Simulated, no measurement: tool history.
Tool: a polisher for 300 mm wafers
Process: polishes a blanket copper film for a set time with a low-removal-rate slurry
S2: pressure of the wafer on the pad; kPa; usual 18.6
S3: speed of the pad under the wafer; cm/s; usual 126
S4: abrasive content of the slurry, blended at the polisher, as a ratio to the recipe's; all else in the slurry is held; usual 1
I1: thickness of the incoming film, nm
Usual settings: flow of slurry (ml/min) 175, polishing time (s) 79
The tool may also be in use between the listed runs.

{"run": 1, "hour": 0.0, "flow of slurry (ml/min)": 175, "S2": 18.6, "S3": 126, "S4": 1, "polishing time (s)": 73, "I1": 854.3, "film removed (nm)": 229.4}
{"run": 2, "hour": 81.6, "flow of slurry (ml/min)": 175, "S2": 18.6, "S3": 126, "S4": 1, "polishing time (s)": 79, "I1": 834.7, "film removed (nm)": 244}
{"run": 3, "hour": 168.3, "flow of slurry (ml/min)": 175, "S2": 18.6, "S3": 126, "S4": 1, "polishing time (s)": 79, "I1": 835.4, "film removed (nm)": 243.8}
{"run": 4, "hour": 239.2, "flow of slurry (ml/min)": 175, "S2": 18.6, "S3": 126, "S4": 1, "polishing time (s)": 79, "I1": 849.5, "film removed (nm)": 240.5}
{"run": 5, "hour": 282.7, "flow of slurry (ml/min)": 175, "S2": 18.6, "S3": 126, "S4": 1, "polishing time (s)": 79, "I1": 826.2, "film removed (nm)": 239}
{"hour": 335.7, "done": "slurry nozzle cleaned"}
{"run": 6, "hour": 381.8, "flow of slurry (ml/min)": 175, "S2": 15.9, "S3": 126, "S4": 1, "polishing time (s)": 79, "I1": 837.8, "film removed (nm)": 207.7}
{"run": 7, "hour": 467.9, "flow of slurry (ml/min)": 175, "S2": 18.6, "S3": 126, "S4": 1, "polishing time (s)": 79, "I1": 839, "film removed (nm)": 225.1}
{"hour": 482.2, "done": "slurry blender recalibrated"}
{"run": 8, "hour": 530.5, "flow of slurry (ml/min)": 215, "S2": 18.6, "S3": 126, "S4": 1.2, "polishing time (s)": 79, "I1": 827.1, "film removed (nm)": 236.8}
{"hour": 579.6, "done": "head pressure recalibrated"}
{"run": 9, "hour": 602.9, "flow of slurry (ml/min)": 175, "S2": 18.6, "S3": 126, "S4": 1, "polishing time (s)": 60, "I1": 844.7, "film removed (nm)": 188.1}
{"hour": 652.4, "done": "worn pad replaced by a new one"}
{"run": 10, "hour": 702.3, "flow of slurry (ml/min)": 175, "S2": 18.6, "S3": 126, "S4": 1, "polishing time (s)": 79, "I1": 843.4, "film removed (nm)": 247.7}
{"run": 11, "hour": 808.9, "flow of slurry (ml/min)": 230, "S2": 18.6, "S3": 126, "S4": 1, "polishing time (s)": 79, "I1": 838.9, "film removed (nm)": 259.6}
{"run": 12, "hour": 908.8, "flow of slurry (ml/min)": 175, "S2": 13.8, "S3": 126, "S4": 1, "polishing time (s)": 52, "I1": 826, "film removed (nm)": 130.3}
{"run": 13, "hour": 948.4, "flow of slurry (ml/min)": 175, "S2": 21.4, "S3": 126, "S4": 0.75, "polishing time (s)": 65, "I1": 834.6, "film removed (nm)": 211.5}
{"run": 14, "hour": 987.4, "flow of slurry (ml/min)": 175, "S2": 18.6, "S3": 126, "S4": 1, "polishing time (s)": 79, "I1": 834.5, "film removed (nm)": 242.7}
{"run": 15, "hour": 1094.9, "flow of slurry (ml/min)": 175, "S2": 22.8, "S3": 126, "S4": 0.8, "polishing time (s)": 79, "I1": 836.2, "film removed (nm)": 264}
{"hour": 1159.4, "done": "slurry nozzle cleaned"}
{"hour": 1229.5, "done": "slurry blender recalibrated"}
{"run": 16, "hour": 1353.0, "flow of slurry (ml/min)": 175, "S2": 18.6, "S3": 126, "S4": 1.3, "polishing time (s)": 97, "I1": 850, "film removed (nm)": 289.1}
{"hour": 1432.9, "done": "head pressure recalibrated"}
{"hour": 1497.4, "done": "worn pad replaced by a new one"}
{"run": 17, "hour": 1595.7, "flow of slurry (ml/min)": 175, "S2": 18.6, "S3": 126, "S4": 1.15, "polishing time (s)": 96, "I1": 832.2, "film removed (nm)": 307.6}
{"run": 18, "hour": 1636.9, "flow of slurry (ml/min)": 135, "S2": 21.4, "S3": 90, "S4": 0.9, "polishing time (s)": 79, "I1": 841.9, "film removed (nm)": 209.6}
{"run": 19, "hour": 1691.7, "flow of slurry (ml/min)": 125, "S2": 14.5, "S3": 140, "S4": 1.2, "polishing time (s)": 79, "I1": 838.5, "film removed (nm)": 218.7}
{"run": 20, "hour": 1736.5, "flow of slurry (ml/min)": 150, "S2": 16.5, "S3": 126, "S4": 1, "polishing time (s)": 53, "I1": 855.3, "film removed (nm)": 148.6}
{"run": 21, "hour": 1826.3, "flow of slurry (ml/min)": 175, "S2": 18.6, "S3": 126, "S4": 1.1, "polishing time (s)": 79, "I1": 835.1, "film removed (nm)": 246.5}
{"run": 22, "hour": 1921.0, "flow of slurry (ml/min)": 150, "S2": 16.5, "S3": 126, "S4": 1.25, "polishing time (s)": 91, "I1": 838.8, "film removed (nm)": 261.3}
{"hour": 1942.3, "done": "slurry blender recalibrated"}
{"hour": 1974.1, "done": "slurry nozzle cleaned"}
{"run": 23, "hour": 2023.1, "flow of slurry (ml/min)": 175, "S2": 18.6, "S3": 90, "S4": 1.2, "polishing time (s)": 79, "I1": 832.1, "film removed (nm)": 199.3}
{"run": 24, "hour": 2109.7, "flow of slurry (ml/min)": 175, "S2": 22.1, "S3": 126, "S4": 1.3, "polishing time (s)": 79, "I1": 857.5, "film removed (nm)": 277.5}
{"hour": 2156.3, "done": "head pressure recalibrated"}
{"run": 25, "hour": 2191.3, "flow of slurry (ml/min)": 175, "S2": 18.6, "S3": 126, "S4": 1, "polishing time (s)": 51, "I1": 830.5, "film removed (nm)": 161.6}
{"run": 26, "hour": 2236.9, "flow of slurry (ml/min)": 175, "S2": 14.5, "S3": 126, "S4": 1, "polishing time (s)": 62, "I1": 852.1, "film removed (nm)": 165.6}
{"hour": 2310.4, "done": "worn pad replaced by a new one"}
{"run": 27, "hour": 2340.4, "flow of slurry (ml/min)": 210, "S2": 20, "S3": 126, "S4": 1.15, "polishing time (s)": 79, "I1": 836.9, "film removed (nm)": 276.5}
{"run": 28, "hour": 2447.5, "flow of slurry (ml/min)": 175, "S2": 18.6, "S3": 126, "S4": 1, "polishing time (s)": 79, "I1": 851.4, "film removed (nm)": 249.7}
{"run": 29, "hour": 2518.1, "flow of slurry (ml/min)": 130, "S2": 18.6, "S3": 126, "S4": 1, "polishing time (s)": 79, "I1": 844.1, "film removed (nm)": 233.4}

Forecast each of these 5 alternatives for the next run:
{"run": "A", "hour": 2518.6, "flow of slurry (ml/min)": 175, "S2": 18.6, "S3": 126, "S4": 1, "polishing time (s)": 79, "I1": 831.4, "film removed (nm)": "?"}
{"run": "B", "hour": 2518.6, "flow of slurry (ml/min)": 175, "S2": 18.6, "S3": 126, "S4": 0.9, "polishing time (s)": 79, "I1": 831.4, "film removed (nm)": "?"}
{"run": "C", "hour": 2518.6, "flow of slurry (ml/min)": 175, "S2": 22.8, "S3": 126, "S4": 1, "polishing time (s)": 79, "I1": 831.4, "film removed (nm)": "?"}
{"run": "D", "hour": 2518.6, "flow of slurry (ml/min)": 175, "S2": 18.6, "S3": 106, "S4": 1.3, "polishing time (s)": 79, "I1": 831.4, "film removed (nm)": "?"}
{"run": "E", "hour": 2518.6, "flow of slurry (ml/min)": 130, "S2": 15.2, "S3": 126, "S4": 1, "polishing time (s)": 88, "I1": 831.4, "film removed (nm)": "?"}

run=A film_removed_(nm)=246.9
run=B film_removed_(nm)=242.7
run=C film_removed_(nm)=284.8
run=D film_removed_(nm)=230.7
run=E film_removed_(nm)=227.5
Without the tool's hidden state the same runs would have given:
run=A film_removed_(nm)=250.1
run=B film_removed_(nm)=245.9
run=C film_removed_(nm)=288.5
run=D film_removed_(nm)=233.7
run=E film_removed_(nm)=230.5

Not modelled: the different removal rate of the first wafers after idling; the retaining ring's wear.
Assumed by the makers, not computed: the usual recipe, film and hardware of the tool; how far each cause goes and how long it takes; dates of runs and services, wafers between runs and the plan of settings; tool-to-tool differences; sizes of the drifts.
